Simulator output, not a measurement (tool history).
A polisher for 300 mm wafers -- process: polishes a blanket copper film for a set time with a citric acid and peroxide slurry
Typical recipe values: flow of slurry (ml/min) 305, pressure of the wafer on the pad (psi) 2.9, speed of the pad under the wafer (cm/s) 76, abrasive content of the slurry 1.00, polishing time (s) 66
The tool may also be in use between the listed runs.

run	hour	flow of slurry (ml/min)	pressure of the wafer on the pad (psi)	speed of the pad under the wafer (cm/s)	abrasive content of the slurry	polishing time (s)	wafers since the last listed run	wafers polished on this pad	hours since the slurry nozzle was cleaned	hours since the head pressure was calibrated	hours since the slurry blender was calibrated	incoming thickness of the incoming film, nm	film removed (Å)
1	0.0	305	2.9	76	1.00	66	0	1708	707.1	344.0	295.1	1142.3	923
2	12.1	305	2.9	76	1.00	66	106	1814	719.2	356.1	307.2	1142.3	929
3	26.0	305	2.9	76	1.00	66	122	1936	733.1	370.0	321.1	1137.0	927
# hour 30.1: worn pad replaced by a new one
4	70.9	305	2.9	76	1.00	66	359	358	778.0	414.9	366.0	1172.1	912
5	87.9	305	2.9	76	1.00	66	149	508	795.0	431.9	383.0	1160.5	908
# hour 105.6: head pressure recalibrated
6	106.1	305	2.9	76	1.00	66	142	650	813.2	0.5	401.2	1167.2	911
7	118.1	305	2.9	58	1.00	66	105	756	825.2	12.5	413.2	1169.6	719
# hour 160.2: slurry blender recalibrated
8	169.8	305	2.9	58	1.00	66	437	1193	876.9	64.2	9.6	1140.3	752
9	197.6	270	2.9	76	1.00	66	244	1437	904.7	92.0	37.4	1159.8	921
10	226.7	395	2.9	64	1.00	66	255	1693	933.8	121.1	66.5	1157.8	829
# hour 229.9: slurry nozzle cleaned
# hour 236.0: worn pad replaced by a new one
11	258.3	385	2.9	76	1.00	66	233	195	28.4	152.7	98.1	1144.2	950
12	290.0	305	2.9	76	1.15	56	278	474	60.1	184.4	129.8	1158.2	828
13	324.9	305	2.9	68	0.85	66	306	781	95.0	219.3	164.7	1166.0	805
14	345.1	255	2.9	100	1.00	44	177	959	115.2	239.5	184.9	1160.5	774
15	358.9	305	2.9	76	1.00	75	121	1080	129.0	253.3	198.7	1185.5	1058
16	381.2	390	2.9	76	1.20	51	196	1276	151.3	275.6	221.0	1169.6	766
17	406.1	305	2.9	82	1.00	66	218	1495	176.2	300.5	245.9	1168.6	979
18	433.4	255	2.9	100	1.00	44	240	1735	203.5	327.8	273.2	1173.4	759
# hour 444.7: worn pad replaced by a new one
19	463.3	250	2.9	64	1.00	66	227	163	233.4	357.7	303.1	1163.6	775
20	479.8	255	2.9	100	1.00	44	145	308	249.9	374.2	319.6	1168.1	759
21	509.3	305	2.9	52	0.75	66	259	568	279.4	403.7	349.1	1166.6	623
22	543.7	305	2.9	76	1.00	66	302	870	313.8	438.1	383.5	1150.7	911

What does the tool deliver on the next run?
# hour 552.7: head pressure recalibrated
23	569.8	305	3.2	86	1.00	49	211	1082	339.9	17.1	409.6	1149.7	?

Run 23 produced film removed (Å) 781.
Had the tool carried no hidden state, the very same run would have given film removed (Å) 821.
